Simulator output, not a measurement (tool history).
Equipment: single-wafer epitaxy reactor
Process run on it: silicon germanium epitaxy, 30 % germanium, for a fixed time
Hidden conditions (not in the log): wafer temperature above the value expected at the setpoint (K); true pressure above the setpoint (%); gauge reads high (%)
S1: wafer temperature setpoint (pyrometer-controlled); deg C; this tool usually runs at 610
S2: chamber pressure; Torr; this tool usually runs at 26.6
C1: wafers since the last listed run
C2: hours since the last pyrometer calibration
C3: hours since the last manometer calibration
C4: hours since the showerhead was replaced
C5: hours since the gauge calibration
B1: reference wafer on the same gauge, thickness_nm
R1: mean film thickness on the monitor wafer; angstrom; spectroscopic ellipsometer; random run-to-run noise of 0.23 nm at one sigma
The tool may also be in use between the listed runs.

| run | hour | S1 | S2 | C1 | C2 | C3 | C4 | C5 | B1 | R1 |
|---|---|---|---|---|---|---|---|---|---|---|
| 1 | 0.0 | 601 | 26.6 | 0 | 2114.6 | 1592.8 | 6488.1 | 188.7 | 77.337 | 591.50 |
| 2 | 7.4 | 610 | 26.6 | 139 | 2122.0 | 1600.2 | 6495.5 | 196.1 | 77.276 | 682.71 |
|  | 14.6 | gauge calibrated |
| 3 | 18.4 | 610 | 26.6 | 207 | 2133.0 | 1611.2 | 6506.5 | 3.8 | 77.250 | 684.82 |
| 4 | 32.5 | 610 | 31.5 | 265 | 2147.1 | 1625.3 | 6520.6 | 17.9 | 77.220 | 759.34 |
| 5 | 40.9 | 610 | 31.5 | 158 | 2155.5 | 1633.7 | 6529.0 | 26.3 | 77.366 | 758.87 |
| 6 | 58.4 | 610 | 31.5 | 329 | 2173.0 | 1651.2 | 6546.5 | 43.8 | 77.306 | 759.08 |
| 7 | 109.1 | 610 | 26.6 | 954 | 2223.7 | 1701.9 | 6597.2 | 94.5 | 77.263 | 681.49 |
| 8 | 122.8 | 610 | 26.6 | 258 | 2237.4 | 1715.6 | 6610.9 | 108.2 | 77.293 | 682.16 |
| 9 | 132.9 | 610 | 26.6 | 190 | 2247.5 | 1725.7 | 6621.0 | 118.3 | 77.338 | 679.94 |
| 10 | 147.6 | 610 | 26.6 | 276 | 2262.2 | 1740.4 | 6635.7 | 133.0 | 77.266 | 682.75 |
| 11 | 164.0 | 610 | 26.6 | 308 | 2278.6 | 1756.8 | 6652.1 | 149.4 | 77.365 | 682.21 |
|  | 177.9 | showerhead replaced |
| 12 | 178.4 | 610 | 26.6 | 120 | 2293.0 | 1771.2 | 0.5 | 163.8 | 77.394 | 684.34 |
| 13 | 180.4 | 610 | 26.6 | 37 | 2295.0 | 1773.2 | 2.5 | 165.8 | 77.231 | 683.17 |
|  | 193.9 | pyrometer calibrated |
| 14 | 194.4 | 610 | 22.2 | 112 | 0.5 | 1787.2 | 16.5 | 179.8 | 77.265 | 672.22 |
| 15 | 200.0 | 604 | 22.8 | 105 | 6.1 | 1792.8 | 22.1 | 185.4 | 77.282 | 616.88 |
| 16 | 214.6 | 610 | 22.4 | 274 | 20.7 | 1807.4 | 36.7 | 200.0 | 77.319 | 670.18 |
|  | 220.9 | gauge calibrated |
|  | 224.2 | capacitance manometer re-zeroed and calibrated |
| 17 | 225.2 | 610 | 20.6 | 48 | 31.3 | 1.0 | 47.3 | 4.3 | 77.350 | 627.99 |
| 18 | 245.5 | 610 | 26.6 | 382 | 51.6 | 21.3 | 67.6 | 24.6 | 77.395 | 752.83 |
| 19 | 256.0 | 615 | 32.2 | 197 | 62.1 | 31.8 | 78.1 | 35.1 | 77.373 | 914.95 |
| 20 | 270.6 | 610 | 26.6 | 274 | 76.7 | 46.4 | 92.7 | 49.7 | 77.319 | 751.78 |
| 21 | 288.5 | 610 | 26.6 | 337 | 94.6 | 64.3 | 110.6 | 67.6 | 77.289 | 748.25 |
| 22 | 302.5 | 595 | 30.0 | 263 | 108.6 | 78.3 | 124.6 | 81.6 | 77.271 | 632.02 |

Expected results for the next run?
| 23 | 311.4 | 601 | 32.8 | 167 | 117.5 | 87.2 | 133.5 | 90.5 | ? | ? |

Run 23 came out at B1 77.278, R1 729.94 angstrom.
With the hidden condition absent and the run-to-run variation left alone, this run would have shown R1 740.64 angstrom.
